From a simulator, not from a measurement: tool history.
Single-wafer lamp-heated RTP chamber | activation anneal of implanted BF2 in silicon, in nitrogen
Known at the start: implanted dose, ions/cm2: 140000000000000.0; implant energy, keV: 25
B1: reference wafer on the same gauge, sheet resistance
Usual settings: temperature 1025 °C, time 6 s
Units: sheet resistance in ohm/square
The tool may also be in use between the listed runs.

run 1 hour=0.0 | temperature=1025 time=6 | B1=651.07 | sheet_resistance=678.99
-- hour=31.9 pyrometer window cleaned and pyrometer calibrated
run 2 hour=32.4 | temperature=1025 time=6 | B1=652.04 | sheet_resistance=679.91
-- hour=51.6 gauge calibrated
run 3 hour=56.0 | temperature=1025 time=6 | B1=647.15 | sheet_resistance=677.09
run 4 hour=87.2 | temperature=1025 time=6 | B1=647.09 | sheet_resistance=676.46
run 5 hour=116.1 | temperature=1025 time=6 | B1=647.41 | sheet_resistance=677.02
run 6 hour=150.0 | temperature=1025 time=6 | B1=647.56 | sheet_resistance=677.56
run 7 hour=163.9 | temperature=1025 time=6 | B1=647.78 | sheet_resistance=677.14
run 8 hour=178.0 | temperature=1025 time=6 | B1=647.85 | sheet_resistance=678.55
run 9 hour=204.3 | temperature=1025 time=6 | B1=648.86 | sheet_resistance=676.90
run 10 hour=226.2 | temperature=1025 time=6 | B1=648.68 | sheet_resistance=677.74
-- hour=250.0 pyrometer window cleaned and pyrometer calibrated
run 11 hour=254.6 | temperature=1025 time=6 | B1=649.26 | sheet_resistance=678.12
run 12 hour=277.2 | temperature=1025 time=6 | B1=650.09 | sheet_resistance=679.62
run 13 hour=302.4 | temperature=1047 time=4 | B1=650.68 | sheet_resistance=679.21
-- hour=319.3 reflector plate cleaned
run 14 hour=319.8 | temperature=1050 time=4 | B1=650.90 | sheet_resistance=681.38
run 15 hour=332.5 | temperature=1013 time=9 | B1=651.47 | sheet_resistance=681.55
run 16 hour=350.9 | temperature=1046 time=9 | B1=652.20 | sheet_resistance=677.49
run 17 hour=384.6 | temperature=1025 time=6 | B1=653.74 | sheet_resistance=685.35
run 18 hour=403.6 | temperature=1003 time=3 | B1=653.97 | sheet_resistance=690.18
-- hour=423.7 gauge calibrated
run 19 hour=437.3 | temperature=1025 time=6 | B1=645.98 | sheet_resistance=675.12
run 20 hour=462.0 | temperature=1007 time=5 | B1=646.09 | sheet_resistance=677.97
-- hour=496.8 pyrometer window cleaned and pyrometer calibrated
run 21 hour=497.3 | temperature=1025 time=6 | B1=646.38 | sheet_resistance=677.29
run 22 hour=523.8 | temperature=1017 time=7 | B1=646.07 | sheet_resistance=676.15
run 23 hour=557.0 | temperature=1025 time=4 | B1=647.24 | sheet_resistance=678.18
run 24 hour=582.0 | temperature=1017 time=8 | B1=647.22 | sheet_resistance=676.11
run 25 hour=610.2 | temperature=1025 time=6 | B1=647.66 | sheet_resistance=674.98

3 ways to go on from here, each from the tool as it stands after run 25. What would each give?
run A hour=610.6 | temperature=1025 time=6 | B1=? | sheet_resistance=?
run B hour=610.6 | temperature=1053 time=6 | B1=? | sheet_resistance=?
run C hour=610.6 | temperature=1041 time=7 | B1=? | sheet_resistance=?

run=A B1=647.67 sheet_resistance=675.25
run=B B1=647.67 sheet_resistance=673.71
run=C B1=647.67 sheet_resistance=673.59
Without the tool's hidden state the same runs would have given:
run=A sheet_resistance=674.30
run=B sheet_resistance=672.76
run=C sheet_resistance=672.64
